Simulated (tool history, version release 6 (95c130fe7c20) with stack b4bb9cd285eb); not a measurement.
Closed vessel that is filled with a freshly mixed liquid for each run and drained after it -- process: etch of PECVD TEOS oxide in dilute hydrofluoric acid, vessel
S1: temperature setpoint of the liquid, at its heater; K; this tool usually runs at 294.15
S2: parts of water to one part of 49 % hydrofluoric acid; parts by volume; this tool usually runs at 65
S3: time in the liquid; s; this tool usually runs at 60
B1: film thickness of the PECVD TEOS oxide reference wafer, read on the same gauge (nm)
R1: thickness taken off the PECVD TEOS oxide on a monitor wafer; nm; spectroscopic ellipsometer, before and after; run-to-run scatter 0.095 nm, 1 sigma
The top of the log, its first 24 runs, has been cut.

-- day=20.888 gauge calibrated
run 25 day=22.283 | S1=297.15 S2=35 S3=50 | B1=40.00 | R1=35.51
run 26 day=23.567 | S1=294.15 S2=75 S3=60 | B1=39.97 | R1=16.54
run 27 day=25.050 | S1=294.15 S2=65 S3=60 | B1=39.99 | R1=19.45
run 28 day=25.867 | S1=297.15 S2=65 S3=80 | B1=40.00 | R1=28.92
run 29 day=26.775 | S1=294.15 S2=65 S3=60 | B1=40.01 | R1=19.45
run 30 day=28.167 | S1=297.15 S2=65 S3=60 | B1=39.99 | R1=21.78
run 31 day=28.979 | S1=290.15 S2=65 S3=50 | B1=39.99 | R1=13.57
run 32 day=29.567 | S1=297.15 S2=65 S3=50 | B1=40.00 | R1=18.34

Below are 5 alternative next runs, each starting from the tool's condition after run 32. Predict each:
run A day=29.596 | S1=298.15 S2=65 S3=60 | B1=? | R1=?
run B day=29.596 | S1=292.15 S2=65 S3=80 | B1=? | R1=?
run C day=29.596 | S1=298.65 S2=65 S3=85 | B1=? | R1=?
run D day=29.596 | S1=290.15 S2=95 S3=50 | B1=? | R1=?
run E day=29.596 | S1=294.15 S2=80 S3=80 | B1=? | R1=?

run=A B1=40.00 R1=22.89
run=B B1=40.00 R1=23.78
run=C B1=40.00 R1=33.08
run=D B1=40.00 R1=9.04
run=E B1=40.00 R1=20.66
With the hidden condition removed and each run's random variation left untouched, the same runs would have given:
run=A R1=23.47
run=B R1=24.41
run=C R1=33.92
run=D R1=9.28
run=E R1=21.19
